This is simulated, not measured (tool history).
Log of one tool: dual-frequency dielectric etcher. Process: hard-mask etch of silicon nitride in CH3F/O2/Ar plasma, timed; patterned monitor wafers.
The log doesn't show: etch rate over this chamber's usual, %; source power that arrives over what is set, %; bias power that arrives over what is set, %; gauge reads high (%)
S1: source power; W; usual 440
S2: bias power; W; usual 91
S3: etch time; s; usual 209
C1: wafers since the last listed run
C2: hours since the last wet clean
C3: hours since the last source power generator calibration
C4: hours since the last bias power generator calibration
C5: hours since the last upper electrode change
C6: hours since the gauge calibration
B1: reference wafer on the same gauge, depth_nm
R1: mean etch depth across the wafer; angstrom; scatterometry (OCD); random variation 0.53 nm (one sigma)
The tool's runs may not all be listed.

run   hour   S1   S2     S3   C1     C2      C3      C4      C5      C6     B1    R1
  1      0  440   91    209    0  159.1  2611.4    38.5  3616.6  1960.8    180  1701
  2   78.2  440   82    209  598  237.3  2689.6   116.7  3694.8    2039  180.1  1608
  3  145.9  440   82    209  518    305  2757.3   184.4  3762.5  2106.7  180.2  1612
  4  249.9  440   91    209  796    409  2861.3   288.4  3866.5  2210.7  180.1  1686
  5  306.4  440   91    209  432  465.5  2917.8   344.9    3923  2267.2    180  1691
  6  345.1  440   91    209  296  504.2  2956.5   383.6  3961.7  2305.9  180.1  1679
  7    415  390   91    209  535  574.1  3026.4   453.5  4031.6  2375.8    180  1634
     469.4  -- wet clean of the chamber
  8  469.9  390   91    209  236    0.5  3081.3   508.4  4086.5  2430.7    180  1628
  9  542.4  410   91    209  555     73  3153.8   580.9    4159  2503.2    180  1643
 10  616.9  440   91    209  570  147.5  3228.3   655.4  4233.5  2577.7    180  1681
 11  712.6  520   91  189.5  732  243.2    3324   751.1  4329.2  2673.4  180.1  1600
     781.9  -- upper electrode replaced
 12  807.2  410   72    247  540  337.8  3418.6   845.7    25.3    2768  180.1  1722
 13  879.5  440   91    209  553  410.1  3490.9     918    97.6  2840.3    180  1685
 14  972.3  350  103    172  710  502.9  3583.7  1010.8   190.4  2933.1  180.2  1371

Forecast run 15:
     1038.9  -- wet clean of the chamber
 15  1039.4  440  69  166.5  330  0.5  3650.8  1077.9  257.5  3000.2   ?   ?

{"run 15": {"B1": 180.1, "R1": 1164}}
Without the tool's hidden state the same run would have given R1 1181 angstrom.

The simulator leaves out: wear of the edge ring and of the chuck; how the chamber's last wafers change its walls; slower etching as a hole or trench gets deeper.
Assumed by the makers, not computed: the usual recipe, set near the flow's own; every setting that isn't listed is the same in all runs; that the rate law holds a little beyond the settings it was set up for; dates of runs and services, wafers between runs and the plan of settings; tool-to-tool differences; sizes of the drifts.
